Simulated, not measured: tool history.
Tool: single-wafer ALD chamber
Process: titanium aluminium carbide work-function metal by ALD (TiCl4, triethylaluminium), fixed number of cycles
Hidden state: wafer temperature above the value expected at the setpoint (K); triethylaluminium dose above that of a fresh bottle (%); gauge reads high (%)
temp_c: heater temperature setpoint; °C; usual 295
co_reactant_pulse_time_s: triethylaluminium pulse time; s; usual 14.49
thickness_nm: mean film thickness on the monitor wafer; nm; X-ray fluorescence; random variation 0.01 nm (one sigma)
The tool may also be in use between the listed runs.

| run | hour | temp_c | co_reactant_pulse_time_s | wafers since the last listed run | hours since the last thermocouple change | hours since the last triethylaluminium bottle change | hours since the showerhead was replaced | hours since the gauge calibration | read-back reference wafer on the same gauge, thickness_nm | thickness_nm |
|---|---|---|---|---|---|---|---|---|---|---|
| 1 | 0.0 | 295 | 14.49 | 0 | 345.1 | 509.1 | 6075.0 | 432.8 | 2.489 | 2.217 |
| 2 | 82.5 | 295 | 14.49 | 853 | 427.6 | 591.6 | 6157.5 | 515.3 | 2.492 | 2.195 |
| 3 | 170.9 | 284 | 14.49 | 914 | 516.0 | 680.0 | 6245.9 | 603.7 | 2.489 | 2.098 |
| 4 | 222.7 | 284 | 14.49 | 535 | 567.8 | 731.8 | 6297.7 | 655.5 | 2.491 | 2.088 |
| 5 | 320.4 | 295 | 14.49 | 1010 | 665.5 | 829.5 | 6395.4 | 753.2 | 2.489 | 2.189 |
| 6 | 420.2 | 295 | 14.49 | 1032 | 765.3 | 929.3 | 6495.2 | 853.0 | 2.489 | 2.190 |
| 7 | 466.2 | 295 | 14.49 | 475 | 811.3 | 975.3 | 6541.2 | 899.0 | 2.491 | 2.190 |
| 8 | 551.3 | 295 | 14.49 | 880 | 896.4 | 1060.4 | 6626.3 | 984.1 | 2.492 | 2.195 |
| 9 | 588.2 | 295 | 14.49 | 381 | 933.3 | 1097.3 | 6663.2 | 1021.0 | 2.487 | 2.169 |
|  | 612.5 | thermocouple changed; heater temperature recalibrated |
| 10 | 660.3 | 295 | 14.49 | 663 | 47.8 | 1169.4 | 6735.3 | 1093.1 | 2.490 | 2.205 |
| 11 | 712.8 | 291 | 14.49 | 543 | 100.3 | 1221.9 | 6787.8 | 1145.6 | 2.488 | 2.176 |
| 12 | 771.9 | 291 | 14.49 | 611 | 159.4 | 1281.0 | 6846.9 | 1204.7 | 2.489 | 2.201 |
|  | 782.6 | gauge calibrated |
| 13 | 835.0 | 295 | 14.49 | 652 | 222.5 | 1344.1 | 6910.0 | 52.4 | 2.488 | 2.221 |
| 14 | 914.1 | 295 | 14.49 | 818 | 301.6 | 1423.2 | 6989.1 | 131.5 | 2.487 | 2.187 |
| 15 | 1009.6 | 306 | 12.26 | 988 | 397.1 | 1518.7 | 7084.6 | 227.0 | 2.493 | 2.275 |
| 16 | 1061.1 | 283 | 17.39 | 532 | 448.6 | 1570.2 | 7136.1 | 278.5 | 2.490 | 2.119 |
| 17 | 1165.5 | 295 | 20.13 | 1080 | 553.0 | 1674.6 | 7240.5 | 382.9 | 2.491 | 2.211 |
| 18 | 1226.8 | 301 | 19.59 | 634 | 614.3 | 1735.9 | 7301.8 | 444.2 | 2.491 | 2.259 |
| 19 | 1274.7 | 306 | 14.49 | 495 | 662.2 | 1783.8 | 7349.7 | 492.1 | 2.491 | 2.310 |
| 20 | 1368.1 | 308 | 9.14 | 966 | 755.6 | 1877.2 | 7443.1 | 585.5 | 2.489 | 2.108 |
| 21 | 1429.2 | 295 | 14.49 | 632 | 816.7 | 1938.3 | 7504.2 | 646.6 | 2.491 | 2.185 |
|  | 1464.9 | showerhead replaced |
| 22 | 1502.8 | 304 | 17.93 | 678 | 890.3 | 2011.9 | 37.9 | 720.2 | 2.490 | 2.258 |
|  | 1515.3 | triethylaluminium bottle replaced |
| 23 | 1602.8 | 309 | 12.77 | 951 | 990.3 | 87.5 | 137.9 | 820.2 | 2.485 | 2.296 |
| 24 | 1665.3 | 280 | 18.37 | 646 | 1052.8 | 150.0 | 200.4 | 882.7 | 2.493 | 2.052 |
| 25 | 1710.1 | 303 | 11.95 | 463 | 1097.6 | 194.8 | 245.2 | 927.5 | 2.494 | 2.216 |
|  | 1759.8 | thermocouple changed; heater temperature recalibrated |
| 26 | 1810.4 | 282 | 14.49 | 954 | 50.6 | 295.1 | 345.5 | 1027.8 | 2.492 | 2.119 |
| 27 | 1881.0 | 295 | 14.49 | 730 | 121.2 | 365.7 | 416.1 | 1098.4 | 2.490 | 2.208 |
|  | 1887.2 | gauge calibrated |
| 28 | 1988.5 | 302 | 17.51 | 1112 | 228.7 | 473.2 | 523.6 | 101.3 | 2.492 | 2.283 |

Hidden state at the last listed run before each entry between runs and at the first one after, where it differs:
Between runs 9 and 10: thermocouple changed; heater temperature recalibrated (hour 612.5)
  wafer temperature above the value expected at the setpoint (K): -5.21 -> -0.203
  measured less the result without the state, thickness_nm: -0.044 -> -0.001 nm
Between runs 12 and 13: gauge calibrated (hour 782.6)
  wafer temperature above the value expected at the setpoint (K): -0.809 -> -1.15
  measured less the result without the state, thickness_nm: -0.007 -> -0.010 nm
Between runs 21 and 22: showerhead replaced (hour 1464.9)
  wafer temperature above the value expected at the setpoint (K): -4.37 -> -4.77
  measured less the result without the state, thickness_nm: -0.038 -> -0.041 nm
Between runs 22 and 23: triethylaluminium bottle replaced (hour 1515.3)
  wafer temperature above the value expected at the setpoint (K): -4.77 -> -5.32
  measured less the result without the state, thickness_nm: -0.041 -> -0.046 nm
Between runs 25 and 26: thermocouple changed; heater temperature recalibrated (hour 1759.8)
  wafer temperature above the value expected at the setpoint (K): -5.9 -> -0.265
  measured less the result without the state, thickness_nm: -0.050 -> -0.002 nm
Between runs 27 and 28: gauge calibrated (hour 1887.2)
  wafer temperature above the value expected at the setpoint (K): -0.648 -> -1.23
  measured less the result without the state, thickness_nm: -0.006 -> -0.011 nm

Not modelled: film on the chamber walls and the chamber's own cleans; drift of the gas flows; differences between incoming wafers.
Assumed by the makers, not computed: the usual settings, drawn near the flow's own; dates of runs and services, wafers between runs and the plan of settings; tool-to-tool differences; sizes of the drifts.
